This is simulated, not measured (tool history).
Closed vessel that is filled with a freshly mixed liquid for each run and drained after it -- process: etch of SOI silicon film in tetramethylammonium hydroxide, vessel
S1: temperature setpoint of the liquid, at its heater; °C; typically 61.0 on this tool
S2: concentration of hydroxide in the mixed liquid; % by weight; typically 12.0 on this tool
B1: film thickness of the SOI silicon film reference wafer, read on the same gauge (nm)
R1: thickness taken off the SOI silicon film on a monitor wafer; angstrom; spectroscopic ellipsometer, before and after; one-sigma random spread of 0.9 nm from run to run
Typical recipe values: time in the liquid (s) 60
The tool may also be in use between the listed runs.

run 1 hour=0.0 | S1=61.0 S2=12.0 time_in_the_liquid_(s)=60 | B1=59.99 | R1=2441.4
run 2 hour=6.6 | S1=61.0 S2=12.0 time_in_the_liquid_(s)=60 | B1=60.00 | R1=2437.3
run 3 hour=17.0 | S1=61.0 S2=12.0 time_in_the_liquid_(s)=60 | B1=60.00 | R1=2448.4
run 4 hour=23.7 | S1=61.0 S2=12.0 time_in_the_liquid_(s)=30 | B1=60.01 | R1=1221.6
run 5 hour=36.5 | S1=61.0 S2=12.0 time_in_the_liquid_(s)=30 | B1=60.00 | R1=1227.4
run 6 hour=54.2 | S1=61.0 S2=12.0 time_in_the_liquid_(s)=30 | B1=59.99 | R1=1229.0
-- hour=64.5 thermometer replaced
run 7 hour=65.0 | S1=61.0 S2=14.5 time_in_the_liquid_(s)=60 | B1=59.99 | R1=1961.2
run 8 hour=81.0 | S1=61.0 S2=14.5 time_in_the_liquid_(s)=60 | B1=59.99 | R1=1935.2
-- hour=89.0 gauge calibrated
run 9 hour=92.0 | S1=57.0 S2=12.0 time_in_the_liquid_(s)=90 | B1=59.99 | R1=2499.7
run 10 hour=103.9 | S1=65.0 S2=12.0 time_in_the_liquid_(s)=80 | B1=59.99 | R1=3633.9
run 11 hour=119.0 | S1=61.0 S2=8.5 time_in_the_liquid_(s)=60 | B1=60.00 | R1=2426.1
run 12 hour=127.8 | S1=56.5 S2=9.0 time_in_the_liquid_(s)=35 | B1=60.00 | R1=1047.5
-- hour=138.3 hydroxide flow meter replaced
run 13 hour=143.5 | S1=61.0 S2=12.0 time_in_the_liquid_(s)=60 | B1=60.01 | R1=2153.5
run 14 hour=150.8 | S1=61.0 S2=12.0 time_in_the_liquid_(s)=80 | B1=60.00 | R1=2849.2
run 15 hour=157.9 | S1=67.5 S2=9.5 time_in_the_liquid_(s)=80 | B1=60.00 | R1=4638.2
run 16 hour=175.7 | S1=61.0 S2=12.0 time_in_the_liquid_(s)=60 | B1=60.01 | R1=2146.6

Branching from run 16: 3 alternative next runs. What would each branch give?
run A hour=176.4 | S1=61.0 S2=12.0 time_in_the_liquid_(s)=40 | B1=? | R1=?
run B hour=176.4 | S1=64.0 S2=12.0 time_in_the_liquid_(s)=45 | B1=? | R1=?
run C hour=176.4 | S1=61.0 S2=14.0 time_in_the_liquid_(s)=60 | B1=? | R1=?

run=A B1=59.99 R1=1438.8
run=B B1=59.99 R1=1945.1
run=C B1=59.99 R1=2012.2
What these runs would have given with no unlogged condition in the tool:
run=A R1=1410.6
run=B R1=1907.7
run=C R1=1972.7

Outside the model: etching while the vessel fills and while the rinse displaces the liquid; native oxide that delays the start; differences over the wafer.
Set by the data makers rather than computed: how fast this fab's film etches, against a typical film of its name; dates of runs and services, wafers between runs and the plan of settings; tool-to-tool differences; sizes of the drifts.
